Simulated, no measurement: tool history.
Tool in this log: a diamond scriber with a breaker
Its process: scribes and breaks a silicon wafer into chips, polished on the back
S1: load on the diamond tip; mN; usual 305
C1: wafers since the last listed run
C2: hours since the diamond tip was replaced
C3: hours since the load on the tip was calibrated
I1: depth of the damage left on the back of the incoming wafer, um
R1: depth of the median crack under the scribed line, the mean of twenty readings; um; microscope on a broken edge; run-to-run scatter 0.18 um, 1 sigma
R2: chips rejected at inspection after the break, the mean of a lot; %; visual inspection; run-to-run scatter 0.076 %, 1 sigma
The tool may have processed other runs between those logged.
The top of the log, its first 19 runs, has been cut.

| run | day | S1 | C1 | C2 | C3 | I1 | R1 | R2 |
|---|---|---|---|---|---|---|---|---|
| 20 | 62.133 | 395 | 283 | 491.4 | 670.6 | 0.04 | 12.55 | 7.42 |
| 21 | 64.088 | 305 | 176 | 538.3 | 717.5 | 0.02 | 11.28 | 1.58 |
| 22 | 67.717 | 279 | 328 | 625.4 | 804.6 | 0.01 | 10.62 | 1.32 |
| 23 | 69.667 | 215 | 176 | 672.2 | 851.4 | 0.04 | 9.00 | 3.64 |
| 24 | 72.133 | 344 | 222 | 731.4 | 910.6 | 0.05 | 11.56 | 4.16 |
| 25 | 75.946 | 252 | 344 | 822.9 | 1002.1 | 0.03 | 9.64 | 1.46 |
| 26 | 78.121 | 377 | 196 | 875.1 | 1054.3 | 0.02 | 12.47 | 7.23 |
|  | 79.829 | diamond tip replaced by a new one |
| 27 | 82.183 | 305 | 359 | 56.5 | 1151.8 | 0.02 | 10.84 | 2.21 |
| 28 | 83.888 | 226 | 154 | 97.4 | 1192.7 | 0.04 | 9.55 | 2.65 |
| 29 | 87.671 | 305 | 341 | 188.2 | 1283.5 | 0.03 | 11.17 | 2.09 |
| 30 | 90.358 | 305 | 242 | 252.7 | 1348.0 | 0.04 | 11.10 | 2.31 |
| 31 | 94.771 | 395 | 398 | 358.6 | 1453.9 | 0.05 | 12.96 | 9.48 |
|  | 96.629 | load on the tip recalibrated |
| 32 | 97.158 | 350 | 208 | 415.9 | 12.7 | 0.02 | 11.27 | 2.09 |
| 33 | 100.083 | 378 | 264 | 486.1 | 82.9 | 0.03 | 11.48 | 4.32 |
| 34 | 102.008 | 387 | 174 | 532.3 | 129.1 | 0.05 | 12.38 | 5.05 |
| 35 | 104.829 | 279 | 254 | 600.0 | 196.8 | 0.02 | 10.04 | 1.34 |
| 36 | 109.100 | 372 | 386 | 702.5 | 299.3 | 0.02 | 12.28 | 5.17 |
| 37 | 112.300 | 277 | 289 | 779.3 | 376.1 | 0.01 | 10.46 | 1.14 |

Consider 5 possible next runs. They are alternatives, not a sequence: every one starts from the tool as it was left by run 37. What does each give?
| A | 112.325 | 339 | 2 | 779.9 | 376.7 | 0.03 | ? | ? |
| B | 112.325 | 234 | 2 | 779.9 | 376.7 | 0.03 | ? | ? |
| C | 112.325 | 340 | 2 | 779.9 | 376.7 | 0.03 | ? | ? |
| D | 112.325 | 242 | 2 | 779.9 | 376.7 | 0.03 | ? | ? |
| E | 112.325 | 260 | 2 | 779.9 | 376.7 | 0.03 | ? | ? |

| run | R1 | R2 |
|---|---|---|
| A | 11.28 | 2.84 |
| B | 9.19 | 2.77 |
| C | 11.30 | 2.89 |
| D | 9.35 | 2.26 |
| E | 9.72 | 1.50 |
With no hidden state in the tool, these same runs would have given:
| run | R1 | R2 |
|---|---|---|
| A | 10.79 | 1.74 |
| B | 8.79 | 4.40 |
| C | 10.81 | 1.77 |
| D | 8.95 | 3.66 |
| E | 9.31 | 2.39 |
